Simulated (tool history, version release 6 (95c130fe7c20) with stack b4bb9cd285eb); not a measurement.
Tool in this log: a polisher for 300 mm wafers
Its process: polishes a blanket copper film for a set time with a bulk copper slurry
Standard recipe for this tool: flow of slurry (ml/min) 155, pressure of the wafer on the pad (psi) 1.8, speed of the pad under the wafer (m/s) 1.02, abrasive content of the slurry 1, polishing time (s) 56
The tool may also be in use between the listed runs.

run     day  flow of slurry (ml/min)  pressure of the wafer on the pad (psi)  speed of the pad under the wafer (m/s)  abrasive content of the slurry  polishing time (s)  wafers since the last listed run  wafers polished on this pad  hours since the slurry nozzle was cleaned  hours since the head pressure was calibrated  hours since the slurry blender was calibrated  incoming thickness of the incoming film, nm  film removed (nm)
  1       0                      155                                     1.8                                    1.02                               1                  64                                 0                         2756                                      377.7                                           212                                          318.1                                       2892.9              339.6
  2   2.229                      155                                     1.8                                    1.02                               1                  64                               521                         3277                                      431.2                                         265.5                                          371.6                                       2963.8              335.2
      3.696  -- slurry blender recalibrated
  3   4.521                      155                                     1.8                                    1.02                               1                  56                               516                         3794                                      486.2                                         320.5                                           19.8                                       2863.5              290.7
      5.988  -- slurry nozzle cleaned
  4   6.446                      120                                     1.9                                    1.02                               1                  56                               440                         4234                                         11                                         366.7                                             66                                       2950.6              289.9
      7.104  -- worn pad replaced by a new one
  5   7.492                      120                                     1.9                                    1.02                               1                  56                               205                           90                                       36.1                                         391.8                                           91.1                                       2883.2              290.1
  6  10.067                      120                                     1.9                                    1.02                               1                  56                               602                          692                                       97.9                                         453.6                                          152.9                                       2906.2              287.6
     12.338  -- head pressure recalibrated, repeated, since the last time left the tool worse
  7  12.925                      155                                     1.8                                    1.02                               1                  56                               648                         1341                                      166.5                                          14.1                                          221.5                                       2931.5              325.7
  8  15.008                      155                                     1.8                                    1.02                               1                  56                               487                         1828                                      216.5                                          64.1                                          271.5                                       2893.1              329.5
  9  16.704                      155                                     1.8                                    1.02                               1                  56                               396                         2224                                      257.2                                         104.8                                          312.2                                       2867.3              324.6
 10  18.833                      200                                     1.8                                    1.02                               1                  72                               497                         2722                                      308.3                                         155.9                                          363.3                                       2912.7              436.1
     20.438  -- slurry blender recalibrated
 11  21.233                      155                                     1.8                                    1.26                               1                  56                               541                         3264                                      365.9                                         213.5                                           19.1                                       2890.3              393.9
     24.071  -- worn pad replaced by a new one
 12  24.092                      155                                     1.8                                    1.02                               1                  56                               629                            4                                      434.5                                         282.1                                           87.7                                       2861.9              325.2
     24.217  -- slurry nozzle cleaned
 13  25.592                      155                                     1.8                                    1.02                               1                  56                               340                          345                                         33                                         318.1                                          123.7                                       2878.6                330
 14  26.867                      155                                     1.8                                    1.02                               1                  56                               298                          643                                       63.6                                         348.7                                          154.3                                       2879.7              326.6
 15  28.588                      155                                     1.5                                    1.28                               1                  56                               402                         1045                                      104.9                                           390                                          195.6                                       2859.6              339.8
 16  30.642                      155                                     1.3                                    1.28                               1                  56                               480                         1526                                      154.2                                         439.3                                          244.9                                       2864.5              298.5
 17  32.504                      155                                     1.8                                    1.26                               1                  50                               435                         1961                                      198.9                                           484                                          289.6                                       2924.6              352.2
 18  33.925                      155                                     1.8                                    1.02                               1                  56                               332                         2293                                        233                                         518.1                                          323.7                                       2913.4              328.2
 19  35.317                      155                                     1.3                                    1.02                               1                  56                               325                         2618                                      266.4                                         551.5                                          357.1                                       2958.2              232.3
 20    36.9                      155                                     1.8                                    1.36                               1                  56                               370                         2989                                      304.4                                         589.5                                          395.1                                       2889.6              426.3
 21  38.658                      155                                     1.8                                    1.02                               1                  56                               411                         3400                                      346.6                                         631.7                                          437.3                                       2885.7              322.1
 22  41.004                      155                                     1.8                                    1.02                               1                  56                               548                         3948                                      402.9                                           688                                          493.6                                         2916              312.2
     41.812  -- slurry blender recalibrated
 23  43.321                      155                                     1.8                                    1.14                            1.15                  56                               522                         4470                                      458.5                                         743.6                                           36.2                                       2921.1              366.8
      44.45  -- worn pad replaced by a new one
 24   45.45                      105                                     1.8                                    1.02                               1                  56                               458                          233                                      509.6                                         794.7                                           87.3                                       2917.1              280.8
     45.667  -- slurry nozzle cleaned
     45.871  -- head pressure recalibrated
 25  47.646                      110                                     1.3                                    1.24                               1                  72                               484                          717                                       47.5                                          42.6                                            140                                       2918.6                352
 26  50.088                      155                                     1.8                                    1.26                               1                  50                               570                         1288                                      106.1                                         101.2                                          198.6                                       2925.2              369.6
 27  52.788                      115                                     1.8                                    1.02                               1                  56                               631                         1919                                      170.9                                           166                                          263.4                                       2884.4              312.7
 28  54.354                      155                                     1.8                                    1.02                             0.9                  56                               366                         2285                                      208.5                                         203.6                                            301                                       2913.7              325.8
 29  56.162                      155                                     1.8                                    1.02                               1                  56                               422                         2708                                      251.9                                           247                                          344.4                                       2856.6              336.4
 30  58.975                      135                                     1.5                                    1.02                               1                  56                               657                         3366                                      319.4                                         314.5                                          411.9                                         2922              268.4
     61.008  -- worn pad replaced by a new one
 31  61.075                      155                                     1.8                                    1.02                               1                  56                               451                           15                                      369.8                                         364.9                                          462.3                                       2912.8              329.6

List, for all runs, the conditions of the tool that the log does not record:
removal rate lost through wear of the pad, %: 0 in every run
slurry flow missing at the pad, %: 0 in every run
abrasive missing from the slurry, %: 0 in every run
H1: deviation of the head's pressure from its setpoint, %
run       H1
  1    -11.7
  2    -11.9
  3    -12.3
  4    -12.6
  5    -12.8
  6    -13.4
  7    0.015
  8   -0.026
  9   -0.098
 10   -0.238
 11   -0.461
 12   -0.817
 13    -1.04
 14    -1.26
 15    -1.58
 16    -2.01
 17    -2.44
 18     -2.8
 19    -3.17
 20    -3.62
 21    -4.16
 22    -4.94
 23    -5.78
 24     -6.6
 25    0.587
 26    0.498
 27    0.317
 28    0.171
 29  -0.0337
 30   -0.431
 31    -0.79
